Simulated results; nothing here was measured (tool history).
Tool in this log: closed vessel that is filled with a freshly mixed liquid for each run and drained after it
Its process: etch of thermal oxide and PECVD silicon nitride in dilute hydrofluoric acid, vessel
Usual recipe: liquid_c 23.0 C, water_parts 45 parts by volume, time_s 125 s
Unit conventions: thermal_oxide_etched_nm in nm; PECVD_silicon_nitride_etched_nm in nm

| run | hour | liquid_c | water_parts | time_s | read-back film thickness of the thermal oxide reference wafer, read on the same gauge (nm) | read-back film thickness of the PECVD silicon nitride reference wafer, read on the same gauge (nm) | thermal_oxide_etched_nm | PECVD_silicon_nitride_etched_nm |
|---|---|---|---|---|---|---|---|---|
| 1 | 0.0 | 23.0 | 30 | 165 | 59.99 | 139.99 | 29.92 | 24.83 |
| 2 | 25.3 | 23.0 | 30 | 165 | 59.99 | 140.00 | 29.87 | 24.86 |
| 3 | 62.2 | 23.0 | 30 | 165 | 59.98 | 140.00 | 30.24 | 24.58 |
| 4 | 268.9 | 26.0 | 45 | 125 | 60.02 | 140.01 | 16.80 | 16.04 |
| 5 | 330.1 | 26.0 | 45 | 125 | 60.01 | 139.99 | 16.96 | 15.96 |
| 6 | 397.1 | 26.0 | 45 | 125 | 59.98 | 139.99 | 17.14 | 16.08 |
| 7 | 455.5 | 23.0 | 30 | 125 | 59.99 | 140.01 | 23.12 | 19.58 |
| 8 | 485.2 | 23.0 | 45 | 80 | 60.03 | 140.00 | 9.81 | 8.54 |
| 9 | 543.8 | 23.0 | 60 | 125 | 60.00 | 139.97 | 11.19 | 10.03 |
|  | 629.7 | hydrofluoric acid flow meter replaced |
| 10 | 688.1 | 23.0 | 60 | 125 | 60.02 | 139.98 | 11.28 | 10.14 |
|  | 701.0 | thermometer replaced |
|  | 711.4 | gauge calibrated |
| 11 | 747.6 | 23.0 | 45 | 125 | 59.99 | 140.01 | 16.36 | 14.66 |
| 12 | 808.2 | 23.0 | 55 | 125 | 60.00 | 140.02 | 12.83 | 11.97 |
| 13 | 866.2 | 21.5 | 45 | 175 | 60.02 | 140.02 | 21.42 | 18.92 |
| 14 | 905.0 | 19.5 | 25 | 125 | 59.99 | 140.00 | 25.56 | 20.56 |
| 15 | 943.4 | 27.5 | 25 | 90 | 60.02 | 139.99 | 25.76 | 25.43 |
|  | 967.1 | thermometer replaced, repeated, since the last time left the tool worse |
| 16 | 972.7 | 23.0 | 50 | 125 | 59.98 | 139.98 | 12.88 | 11.03 |
| 17 | 1039.2 | 23.0 | 45 | 125 | 60.02 | 140.00 | 14.53 | 12.29 |
| 18 | 1086.9 | 18.5 | 45 | 160 | 60.02 | 140.01 | 15.41 | 11.59 |
| 19 | 1136.9 | 23.0 | 45 | 195 | 59.96 | 140.02 | 22.49 | 19.38 |
| 20 | 1172.6 | 20.0 | 50 | 195 | 60.03 | 139.99 | 18.01 | 14.21 |

Forecast each of these 3 alternatives for the next run:
| A | 1173.3 | 18.0 | 45 | 125 | ? | ? | ? | ? |
| B | 1173.3 | 25.5 | 55 | 60 | ? | ? | ? | ? |
| C | 1173.3 | 20.5 | 50 | 200 | ? | ? | ? | ? |

| run | read-back film thickness of the thermal oxide reference wafer, read on the same gauge (nm) | read-back film thickness of the PECVD silicon nitride reference wafer, read on the same gauge (nm) | thermal_oxide_etched_nm | PECVD_silicon_nitride_etched_nm |
|---|---|---|---|---|
| A | 59.97 | 140.00 | 11.83 | 8.75 |
| B | 59.97 | 140.00 | 6.27 | 5.76 |
| C | 59.97 | 140.00 | 18.83 | 15.04 |
Had the tool no hidden state, the same runs would have come out as:
| run | thermal_oxide_etched_nm | PECVD_silicon_nitride_etched_nm |
|---|---|---|
| A | 11.56 | 8.42 |
| B | 6.14 | 5.56 |
| C | 18.41 | 14.49 |
